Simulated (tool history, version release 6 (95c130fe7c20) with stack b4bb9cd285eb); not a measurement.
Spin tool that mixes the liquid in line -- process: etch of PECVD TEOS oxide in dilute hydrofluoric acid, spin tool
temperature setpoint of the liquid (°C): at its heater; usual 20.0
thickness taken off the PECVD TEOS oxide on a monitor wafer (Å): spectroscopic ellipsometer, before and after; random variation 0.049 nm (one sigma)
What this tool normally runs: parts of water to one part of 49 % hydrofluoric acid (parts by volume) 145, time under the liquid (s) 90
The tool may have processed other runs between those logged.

run   hour  temperature setpoint of the liquid (°C)  parts of water to one part of 49 % hydrofluoric acid (parts by volume)  time under the liquid (s)  read-back film thickness of the PECVD TEOS oxide reference wafer, read on the same gauge (nm)  thickness taken off the PECVD TEOS oxide on a monitor wafer (Å)
  1    0.0                                     20.0                                                                     145                         90                                                                                          70.02                                                            137.1
  2   10.1                                     21.0                                                                     145                         90                                                                                          69.99                                                            143.4
  3   18.5                                     23.5                                                                     175                         90                                                                                          69.99                                                            126.5
  4   29.9                                     23.5                                                                     175                         90                                                                                          70.00                                                            127.2
  5   47.5                                     23.5                                                                     175                         90                                                                                          70.00                                                            127.4
  6  100.8                                     20.0                                                                     190                         90                                                                                          69.99                                                            101.7
  7  114.4                                     20.0                                                                     190                         90                                                                                          69.98                                                            102.1
  8  129.8                                     20.0                                                                     190                         90                                                                                          70.02                                                            102.1
  9  138.7                                     20.0                                                                     145                         60                                                                                          70.01                                                             93.4
 10  154.9                                     20.0                                                                     145                         60                                                                                          70.00                                                             93.2
     187.4  -- thermometer replaced
 11  192.5                                     20.0                                                                     145                         60                                                                                          70.00                                                             84.7
 12  203.9                                     20.0                                                                     145                         90                                                                                          69.96                                                            127.0
 13  221.5                                     20.0                                                                     145                         90                                                                                          70.01                                                            128.0
 14  233.0                                     20.0                                                                     145                        105                                                                                          70.03                                                            149.0
 15  241.0                                     23.0                                                                     165                         65                                                                                          70.01                                                             89.9
 16  250.3                                     20.0                                                                     115                         90                                                                                          70.00                                                            165.8
 17  265.6                                     20.0                                                                     115                         90                                                                                          70.00                                                            166.5
     272.9  -- hydrofluoric acid flow meter replaced
 18  274.4                                     20.0                                                                     145                         90                                                                                          70.01                                                            110.9
     278.1  -- gauge calibrated
 19  288.2                                     24.5                                                                     145                         90                                                                                          69.97                                                            133.5
 20  306.2                                     24.5                                                                      90                         35                                                                                          70.00                                                             89.5
 21  320.9                                     22.0                                                                     145                        115                                                                                          70.01                                                            155.9
 22  336.7                                     18.0                                                                     145                         90                                                                                          70.01                                                            104.2
 23  348.8                                     17.0                                                                     185                         75                                                                                          69.98                                                             63.1
 24  354.8                                     20.0                                                                      90                        115                                                                                          70.01                                                            246.5
 25  365.3                                     21.5                                                                      80                         55                                                                                          70.01                                                            142.9
 26  376.0                                     18.0                                                                      75                         90                                                                                          69.99                                                            218.1
 27  392.8                                     20.0                                                                      90                        135                                                                                          69.99                                                            290.5
 28  404.4                                     20.0                                                                     145                         90                                                                                          70.02                                                            113.4
 29  417.1                                     17.0                                                                     170                        105                                                                                          70.00                                                             98.5
 30  424.8                                     17.5                                                                     145                         70                                                                                          69.99                                                             79.9
 31  436.6                                     20.0                                                                     125                         90                                                                                          70.00                                                            133.7
 32  443.5                                     17.0                                                                     115                        115                                                                                          69.99                                                            167.5
 33  454.5                                     22.5                                                                     105                         90                                                                                          70.00                                                            180.4

Consider 4 possible next runs. They are alternatives, not a sequence: every one starts from the tool as it was left by run 33. What does each give?
  A  454.9                                     20.0                                                                     145                         90                                                                                              ?                                                                ?
  B  454.9                                     17.0                                                                     175                         90                                                                                              ?                                                                ?
  C  454.9                                     20.0                                                                     205                         90                                                                                              ?                                                                ?
  D  454.9                                     20.0                                                                      90                        105                                                                                              ?                                                                ?

run  read-back film thickness of the PECVD TEOS oxide reference wafer, read on the same gauge (nm)  thickness taken off the PECVD TEOS oxide on a monitor wafer (Å)
  A                                                                                          70.01                                                            114.6
  B                                                                                          70.01                                                             81.7
  C                                                                                          70.01                                                             76.3
  D                                                                                          70.01                                                            228.7
What these runs would have given with no unlogged condition in the tool:
run  thickness taken off the PECVD TEOS oxide on a monitor wafer (Å)
  A                                                            108.7
  B                                                             77.5
  C                                                             72.4
  D                                                            217.0
